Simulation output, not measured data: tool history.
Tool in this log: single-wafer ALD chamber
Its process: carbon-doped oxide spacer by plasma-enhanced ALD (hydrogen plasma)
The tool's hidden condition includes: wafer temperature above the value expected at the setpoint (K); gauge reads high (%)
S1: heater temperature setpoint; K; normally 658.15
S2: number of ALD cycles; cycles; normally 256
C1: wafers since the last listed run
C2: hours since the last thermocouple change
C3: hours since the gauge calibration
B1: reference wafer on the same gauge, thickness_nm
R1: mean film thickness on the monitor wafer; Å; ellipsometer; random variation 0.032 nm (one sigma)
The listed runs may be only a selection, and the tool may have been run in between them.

{"run": 1, "day": 0.0, "S1": 651.15, "S2": 256, "C1": 0, "C2": 187.5, "C3": 529.3, "B1": 13.299, "R1": 128.1}
{"run": 2, "day": 2.817, "S1": 651.15, "S2": 256, "C1": 62, "C2": 255.1, "C3": 596.9, "B1": 13.318, "R1": 128.19}
{"run": 3, "day": 5.438, "S1": 647.15, "S2": 256, "C1": 57, "C2": 318, "C3": 659.8, "B1": 13.328, "R1": 127.91}
{"run": 4, "day": 7.842, "S1": 647.15, "S2": 256, "C1": 53, "C2": 375.7, "C3": 717.5, "B1": 13.34, "R1": 128.83}
{"run": 5, "day": 10.408, "S1": 647.15, "S2": 256, "C1": 56, "C2": 437.3, "C3": 779.1, "B1": 13.351, "R1": 128.12}
{"run": 6, "day": 12.371, "S1": 662.15, "S2": 256, "C1": 43, "C2": 484.4, "C3": 826.2, "B1": 13.375, "R1": 128.77}
{"run": 7, "day": 13.538, "S1": 658.15, "S2": 256, "C1": 25, "C2": 512.4, "C3": 854.2, "B1": 13.38, "R1": 128.61}
{"run": 8, "day": 14.608, "S1": 658.15, "S2": 256, "C1": 23, "C2": 538.1, "C3": 879.9, "B1": 13.377, "R1": 128.61}
{"run": 9, "day": 15.729, "S1": 658.15, "S2": 256, "C1": 24, "C2": 565, "C3": 906.8, "B1": 13.382, "R1": 128.92}
{"run": 10, "day": 18.333, "S1": 658.15, "S2": 287, "C1": 57, "C2": 627.5, "C3": 969.3, "B1": 13.409, "R1": 144.91}
{"run": 11, "day": 20.821, "S1": 658.15, "S2": 287, "C1": 54, "C2": 687.2, "C3": 1029, "B1": 13.422, "R1": 144.59}
{"run": 12, "day": 22.525, "S1": 658.15, "S2": 287, "C1": 37, "C2": 728.1, "C3": 1069.9, "B1": 13.422, "R1": 144.61}
{"run": 13, "day": 24.304, "S1": 658.15, "S2": 256, "C1": 39, "C2": 770.8, "C3": 1112.6, "B1": 13.455, "R1": 129.06}
{"run": 14, "day": 25.35, "S1": 658.15, "S2": 256, "C1": 23, "C2": 795.9, "C3": 1137.7, "B1": 13.435, "R1": 129.84}
{"run": 15, "day": 26.488, "S1": 658.15, "S2": 256, "C1": 25, "C2": 823.2, "C3": 1165, "B1": 13.446, "R1": 129.24}

For run 16, what comes out?
{"run": 16, "day": 28.346, "S1": 651.15, "S2": 222, "C1": 41, "C2": 867.8, "C3": 1209.6, "B1": "?", "R1": "?"}

B1: 13.466
R1: 112.32 Å
Without the tool's hidden state the same run would have given R1 110.14 Å.
